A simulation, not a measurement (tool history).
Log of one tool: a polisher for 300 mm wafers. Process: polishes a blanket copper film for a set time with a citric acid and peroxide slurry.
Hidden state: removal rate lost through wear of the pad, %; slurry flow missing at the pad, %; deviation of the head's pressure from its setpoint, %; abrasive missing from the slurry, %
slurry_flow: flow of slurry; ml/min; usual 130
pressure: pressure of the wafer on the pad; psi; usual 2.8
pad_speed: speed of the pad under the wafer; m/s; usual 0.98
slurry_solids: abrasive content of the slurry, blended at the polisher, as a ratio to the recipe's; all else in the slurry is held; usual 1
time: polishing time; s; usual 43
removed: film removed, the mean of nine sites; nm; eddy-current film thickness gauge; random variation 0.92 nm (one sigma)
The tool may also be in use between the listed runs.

run	hour	slurry_flow	pressure	pad_speed	slurry_solids	time	wafers since the last listed run	wafers polished on this pad	hours since the slurry nozzle was cleaned	hours since the head pressure was calibrated	hours since the slurry blender was calibrated	incoming thickness of the incoming film, nm	removed
1	0	130	2.8	0.98	1	43	0	522	593.9	850.5	139.3	1034.2	72
2	33.3	130	2.5	0.98	1	43	516	1039	627.2	883.8	172.6	1011.8	65.9
3	50	130	2.5	0.98	1	43	258	1298	643.9	900.5	189.3	1020.3	65.2
# hour 74.4: worn pad replaced by a new one
4	84.7	130	2.5	0.98	1	43	476	159	678.6	935.2	224	1014.2	65.6
5	99.4	130	2.8	0.98	1	43	227	387	693.3	949.9	238.7	1024.2	71.1
6	135.1	130	2.8	0.98	1	43	553	940	729	985.6	274.4	1024.9	71.5
7	152.8	130	2.8	0.98	1	43	274	1215	746.7	1003.3	292.1	1021	71
# hour 170.5: worn pad replaced by a new one
8	176.7	130	2.8	0.98	1	43	308	96	770.6	1027.2	316	1030.6	69.7
# hour 202.5: head pressure recalibrated
9	204.9	130	2.8	0.98	1	43	406	503	798.8	2.4	344.2	1020.6	70.5
10	219.3	130	2.8	0.98	0.8	31	223	726	813.2	16.8	358.6	1019	48.5
# hour 226.3: slurry blender recalibrated
11	250.7	130	2.8	0.98	1	43	455	1182	844.6	48.2	24.4	1029.5	69
# hour 270.1: worn pad replaced by a new one
12	270.6	130	2.8	0.86	0.9	39	246	7	864.5	68.1	44.3	1033.2	55.7
13	296.5	105	3.3	0.98	1.15	48	401	409	890.4	94	70.2	1007.8	85.6
# hour 342.9: slurry nozzle cleaned
14	357.2	130	2.8	0.7	1.25	43	925	1334	14.3	154.7	130.9	1018.7	60.2
# hour 374.1: worn pad replaced by a new one
15	389.4	130	2.8	0.98	1.2	43	437	237	46.5	186.9	163.1	1023.3	81.8
16	421.2	110	2.8	1.16	1	43	493	730	78.3	218.7	194.9	1031.9	88.2
17	448	130	3.2	0.98	1	43	415	1145	105.1	245.5	221.7	1021.5	86.7
# hour 460.1: worn pad replaced by a new one
18	480.7	130	2.8	0.98	1	43	445	320	137.8	278.2	254.4	1013	75.7

Hidden state or all else? Some run-to-run changes of removed, split into what the settings, what came in and random variation would give without the hidden state, and what is left for the hidden state (with any gauge scatter that isn't in both results):
Run 12 -> 13: slurry_flow 130 -> 105, pressure 2.8 -> 3.3, pad_speed 0.86 -> 0.98, slurry_solids 0.9 -> 1.15, time 39 -> 48. removed +29.9 nm: hidden state -7.2, all else +37.1.
Run 13 -> 14: slurry_flow 105 -> 130, pressure 3.3 -> 2.8, pad_speed 0.98 -> 0.7, slurry_solids 1.15 -> 1.25, time 48 -> 43, slurry nozzle cleaned. removed -25.4 nm: hidden state +14.1, all else -39.5.

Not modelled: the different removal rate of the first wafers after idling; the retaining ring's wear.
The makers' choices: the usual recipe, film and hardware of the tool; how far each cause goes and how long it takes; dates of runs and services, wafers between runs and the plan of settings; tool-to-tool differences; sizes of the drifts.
